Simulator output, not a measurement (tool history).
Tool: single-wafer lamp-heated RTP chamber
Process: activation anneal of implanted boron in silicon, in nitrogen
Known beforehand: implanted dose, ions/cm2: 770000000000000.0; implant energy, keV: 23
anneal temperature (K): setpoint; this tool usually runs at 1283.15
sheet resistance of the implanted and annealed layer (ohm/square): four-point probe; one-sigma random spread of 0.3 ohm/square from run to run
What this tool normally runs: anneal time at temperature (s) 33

run   hour  anneal temperature (K)  anneal time at temperature (s)  wafers since the last listed run  wafers since the last pyrometer calibration  wafers since the reflector plate was cleaned  hours since the gauge calibration  read-back reference wafer on the same gauge, sheet resistance  sheet resistance of the implanted and annealed layer (ohm/square)
  1    0.0                 1283.15                              33                                 0                                         1125                                          8878                                5.1                                                         122.92                                                             151.93
  2   26.1                 1283.15                              33                               423                                         1549                                          9301                               31.2                                                         122.87                                                             151.82
  3   56.1                 1283.15                              43                               486                                         2035                                          9788                               61.2                                                         123.03                                                             151.36
  4   85.4                 1283.15                              43                               475                                         2510                                         10263                               90.5                                                         123.04                                                             151.14
  5  101.4                 1283.15                              33                               259                                         2770                                         10522                              106.5                                                         123.04                                                             150.96
  6  121.4                 1283.15                              33                               324                                         3094                                         10847                              126.5                                                         123.01                                                             151.33
     140.5  -- pyrometer window cleaned and pyrometer calibrated
  7  141.0                 1283.15                              33                               188                                            7                                         11035                              146.1                                                         122.96                                                             150.97
  8  211.0                 1272.15                              33                              1135                                         1142                                         12170                              216.1                                                         122.90                                                             151.91
  9  227.1                 1283.15                              33                               261                                         1403                                         12431                              232.2                                                         122.93                                                             150.37
 10  241.0                 1283.15                              33                               225                                         1629                                         12656                              246.1                                                         122.95                                                             150.88
 11  256.1                 1283.15                              33                               244                                         1874                                         12901                              261.2                                                         123.10                                                             150.72
 12  287.2                 1283.15                              33                               504                                         2378                                         13405                              292.3                                                         122.95                                                             150.33
     313.8  -- reflector plate cleaned
 13  315.4                 1283.15                              33                               327                                         2705                                            25                              320.5                                                         122.96                                                             150.53
 14  337.0                 1283.15                              33                               350                                         3056                                           376                              342.1                                                         123.02                                                             150.63
 15  352.8                 1283.15                              33                               256                                         3312                                           632                              357.9                                                         123.02                                                             150.35
 16  373.9                 1283.15                              33                               342                                         3654                                           974                              379.0                                                         123.01                                                             149.69
     387.0  -- pyrometer window cleaned and pyrometer calibrated, repeated, since the last time left the tool worse
 17  393.7                 1283.15                              33                               191                                          107                                          1165                              398.8                                                         122.96                                                             152.49
 18  407.5                 1270.15                              33                               223                                          331                                          1389                              412.6                                                         123.03                                                             154.54
 19  430.2                 1263.15                              22                               368                                          699                                          1757                              435.3                                                         122.99                                                             158.42
 20  443.6                 1298.15                              33                               217                                          917                                          1975                              448.7                                                         122.90                                                             150.00
 21  476.1                 1258.15                              33                               526                                         1444                                          2502                              481.2                                                         123.07                                                             158.93
 22  495.6                 1254.15                              17                               316                                         1760                                          2818                              500.7                                                         123.07                                                             163.90
 23  527.9                 1295.15                              43                               523                                         2284                                          3341                              533.0                                                         122.98                                                             149.76
 24  556.3                 1262.15                              51                               460                                         2744                                          3802                              561.4                                                         123.07                                                             154.66
     575.8  -- pyrometer window cleaned and pyrometer calibrated
 25  576.3                 1298.15                              22                               194                                            8                                          3997                              581.4                                                         122.93                                                             150.66
     580.3  -- gauge calibrated
 26  593.7                 1283.15                              33                               282                                          290                                          4279                               13.4                                                         122.97                                                             151.67
 27  674.5                 1283.15                              33                              1310                                         1600                                          5589                               94.2                                                         123.10                                                             151.45
 28  709.2                 1270.15                              33                               562                                         2163                                          6152                              128.9                                                         123.05                                                             153.96
 29  738.7                 1283.15                              33                               478                                         2641                                          6630                              158.4                                                         123.11                                                             151.43
 30  753.3                 1283.15                              40                               236                                         2878                                          6867                              173.0                                                         123.04                                                             150.49
 31  767.3                 1273.15                              22                               227                                         3105                                          7094                              187.0                                                         123.00                                                             154.11
     793.7  -- pyrometer window cleaned and pyrometer calibrated
 32  802.2                 1283.15                              33                               436                                          137                                          7530                              221.9                                                         123.06                                                             152.70
 33  814.5                 1283.15                              33                               199                                          337                                          7729                              234.2                                                         123.03                                                             151.72
 34  828.6                 1283.15                              49                               228                                          566                                          7958                              248.3                                                         123.11                                                             150.62
 35  844.5                 1283.15                              33                               257                                          823                                          8216                              264.2                                                         123.04                                                             151.52
 36  869.0                 1267.15                              50                               397                                         1221                                          8613                              288.7                                                         123.00                                                             154.40
 37  894.8                 1262.15                              33                               418                                         1639                                          9031                              314.5                                                         122.95                                                             156.41
 38  921.3                 1303.15                              33                               429                                         2069                                          9461                              341.0                                                         123.02                                                             149.53

3 ways to go on from here, each from the tool as it stands after run 38. What would each give?
  A  921.7                 1283.15                              33                                 6                                         2075                                          9468                              341.4                                                              ?                                                                  ?
  B  921.7                 1257.15                              52                                 6                                         2075                                          9468                              341.4                                                              ?                                                                  ?
  C  921.7                 1302.15                              43                                 6                                         2075                                          9468                              341.4                                                              ?                                                                  ?

run  read-back reference wafer on the same gauge, sheet resistance  sheet resistance of the implanted and annealed layer (ohm/square)
  A                                                         123.06                                                             151.90
  B                                                         123.06                                                             156.86
  C                                                         123.06                                                             149.56
With the hidden condition removed and each run's random variation left untouched, the same runs would have given:
run  sheet resistance of the implanted and annealed layer (ohm/square)
  A                                                             152.45
  B                                                             158.35
  C                                                             149.86
